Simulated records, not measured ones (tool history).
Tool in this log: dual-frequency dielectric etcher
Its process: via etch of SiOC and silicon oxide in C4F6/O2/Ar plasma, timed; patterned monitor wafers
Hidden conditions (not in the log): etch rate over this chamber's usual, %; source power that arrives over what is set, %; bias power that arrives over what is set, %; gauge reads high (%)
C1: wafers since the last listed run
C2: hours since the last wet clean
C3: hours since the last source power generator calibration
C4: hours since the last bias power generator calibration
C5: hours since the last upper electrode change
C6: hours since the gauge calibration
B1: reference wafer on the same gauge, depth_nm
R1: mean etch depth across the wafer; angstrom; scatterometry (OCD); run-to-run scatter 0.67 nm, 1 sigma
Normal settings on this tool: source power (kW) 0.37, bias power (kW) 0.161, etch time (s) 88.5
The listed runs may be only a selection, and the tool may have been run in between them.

Run 1, hour 0: usual settings; C1 0; C2 322.2; C3 3538.8; C4 1690.7; C5 1803.7; C6 128.6; B1 118. Result: R1 1087 angstrom.
Run 2, hour 7.8: usual settings; C1 102; C2 330; C3 3546.6; C4 1698.5; C5 1811.5; C6 136.4; B1 117.4. Result: R1 1092 angstrom.
Run 3, hour 14.8: usual settings; C1 91; C2 337; C3 3553.6; C4 1705.5; C5 1818.5; C6 143.4; B1 117.8. Result: R1 1086 angstrom.
Run 4, hour 27.7: usual settings but source power (kW) 0.32; C1 169; C2 349.9; C3 3566.5; C4 1718.4; C5 1831.4; C6 156.3; B1 117.7. Result: R1 1039 angstrom.
Run 5, hour 34.9: usual settings; C1 94; C2 357.1; C3 3573.7; C4 1725.6; C5 1838.6; C6 163.5; B1 118.1. Result: R1 1099 angstrom.
Run 6, hour 44.9: usual settings but bias power (kW) 0.137, etch time (s) 72; C1 131; C2 367.1; C3 3583.7; C4 1735.6; C5 1848.6; C6 173.5; B1 118. Result: R1 804 angstrom.
Run 7, hour 53.7: usual settings but bias power (kW) 0.137, etch time (s) 72; C1 115; C2 375.9; C3 3592.5; C4 1744.4; C5 1857.4; C6 182.3; B1 117.9. Result: R1 816 angstrom.
Run 8, hour 65.5: usual settings but source power (kW) 0.35; C1 154; C2 387.7; C3 3604.3; C4 1756.2; C5 1869.2; C6 194.1; B1 118.2. Result: R1 1079 angstrom.
Run 9, hour 79.2: usual settings; C1 179; C2 401.4; C3 3618; C4 1769.9; C5 1882.9; C6 207.8; B1 118. Result: R1 1098 angstrom.
Run 10, hour 93: usual settings but bias power (kW) 0.145; C1 181; C2 415.2; C3 3631.8; C4 1783.7; C5 1896.7; C6 221.6; B1 117.9. Result: R1 1045 angstrom.
Run 11, hour 105.6: usual settings but bias power (kW) 0.145; C1 165; C2 427.8; C3 3644.4; C4 1796.3; C5 1909.3; C6 234.2; B1 118.2. Result: R1 1042 angstrom.
Run 12, hour 113.3: usual settings but bias power (kW) 0.145; C1 101; C2 435.5; C3 3652.1; C4 1804; C5 1917; C6 241.9; B1 118. Result: R1 1055 angstrom.
At hour 114: gauge calibrated.
Run 13, hour 123.9: usual settings but source power (kW) 0.31, etch time (s) 105.5; C1 139; C2 446.1; C3 3662.7; C4 1814.6; C5 1927.6; C6 9.9; B1 118. Result: R1 1254 angstrom.
Run 14, hour 136.2: usual settings but source power (kW) 0.31, etch time (s) 105.5; C1 161; C2 458.4; C3 3675; C4 1826.9; C5 1939.9; C6 22.2; B1 117.8. Result: R1 1234 angstrom.
At hour 144.6: bias power generator calibrated.
Run 15, hour 154.7: usual settings but etch time (s) 100; C1 190; C2 476.9; C3 3693.5; C4 10.1; C5 1958.4; C6 40.7; B1 118.1. Result: R1 1246 angstrom.
Run 16, hour 161.3: usual settings but source power (kW) 0.31, etch time (s) 104.5; C1 86; C2 483.5; C3 3700.1; C4 16.7; C5 1965; C6 47.3; B1 118. Result: R1 1265 angstrom.
At hour 177.3: source power generator calibrated.
Run 17, hour 177.8: usual settings but source power (kW) 0.42, etch time (s) 66; C1 164; C2 500; C3 0.5; C4 33.2; C5 1981.5; C6 63.8; B1 118.1. Result: R1 864 angstrom.
At hour 206.7: upper electrode replaced.
At hour 213.8: wet clean of the chamber.
Run 18, hour 214.3: usual settings; C1 70; C2 0.5; C3 37; C4 69.7; C5 7.6; C6 100.3; B1 118.3. Result: R1 1046 angstrom.
Run 19, hour 214.7: usual settings but bias power (kW) 0.19, etch time (s) 75; C1 5; C2 0.9; C3 37.4; C4 70.1; C5 8; C6 100.7; B1 118. Result: R1 962 angstrom.
Run 20, hour 222.5: usual settings but bias power (kW) 0.145, etch time (s) 81; C1 102; C2 8.7; C3 45.2; C4 77.9; C5 15.8; C6 108.5; B1 117.7. Result: R1 897 angstrom.
Run 21, hour 236: usual settings but source power (kW) 0.3; C1 177; C2 22.2; C3 58.7; C4 91.4; C5 29.3; C6 122; B1 118.2. Result: R1 1003 angstrom.
Run 22, hour 245.3: usual settings but bias power (kW) 0.145; C1 122; C2 31.5; C3 68; C4 100.7; C5 38.6; C6 131.3; B1 117.9. Result: R1 989 angstrom.
Run 23, hour 259.6: usual settings; C1 187; C2 45.8; C3 82.3; C4 115; C5 52.9; C6 145.6; B1 118. Result: R1 1045 angstrom.
Run 24, hour 272.3: usual settings but bias power (kW) 0.177; C1 166; C2 58.5; C3 95; C4 127.7; C5 65.6; C6 158.3; B1 118.1. Result: R1 1098 angstrom.
Run 25, hour 281.1: usual settings but source power (kW) 0.29, bias power (kW) 0.185, etch time (s) 79; C1 115; C2 67.3; C3 103.8; C4 136.5; C5 74.4; C6 167.1; B1 118.1. Result: R1 951 angstrom.
Run 26, hour 291.3: usual settings but source power (kW) 0.41, bias power (kW) 0.133, etch time (s) 64.5; C1 133; C2 77.5; C3 114; C4 146.7; C5 84.6; C6 177.3; B1 118.2. Result: R1 715 angstrom.
Run 27, hour 299.2: usual settings but source power (kW) 0.4, bias power (kW) 0.181; C1 103; C2 85.4; C3 121.9; C4 154.6; C5 92.5; C6 185.2; B1 118. Result: R1 1134 angstrom.
Run 28, hour 308.3: usual settings but source power (kW) 0.4, bias power (kW) 0.199, etch time (s) 104.5; C1 119; C2 94.5; C3 131; C4 163.7; C5 101.6; C6 194.3; B1 118.1. Result: R1 1408 angstrom.

Alternative continuations, all from the tool just after run 28; predict every row:
Run A, hour 308.7: usual settings but source power (kW) 0.33; C1 5; C2 94.9; C3 131.4; C4 164.1; C5 102; C6 194.7; B1 ?. Result: R1 ?.
Run B, hour 308.7: usual settings but source power (kW) 0.32, etch time (s) 80.5; C1 5; C2 94.9; C3 131.4; C4 164.1; C5 102; C6 194.7; B1 ?. Result: R1 ?.
Run C, hour 308.7: usual settings but source power (kW) 0.33, bias power (kW) 0.172, etch time (s) 64; C1 5; C2 94.9; C3 131.4; C4 164.1; C5 102; C6 194.7; B1 ?. Result: R1 ?.

run     B1    R1
  A  117.5  1026
  B  117.5   926
  C  117.5   767
Had the tool no hidden state, the same runs would have come out as:
run    R1
  A  1018
  B   919
  C   761

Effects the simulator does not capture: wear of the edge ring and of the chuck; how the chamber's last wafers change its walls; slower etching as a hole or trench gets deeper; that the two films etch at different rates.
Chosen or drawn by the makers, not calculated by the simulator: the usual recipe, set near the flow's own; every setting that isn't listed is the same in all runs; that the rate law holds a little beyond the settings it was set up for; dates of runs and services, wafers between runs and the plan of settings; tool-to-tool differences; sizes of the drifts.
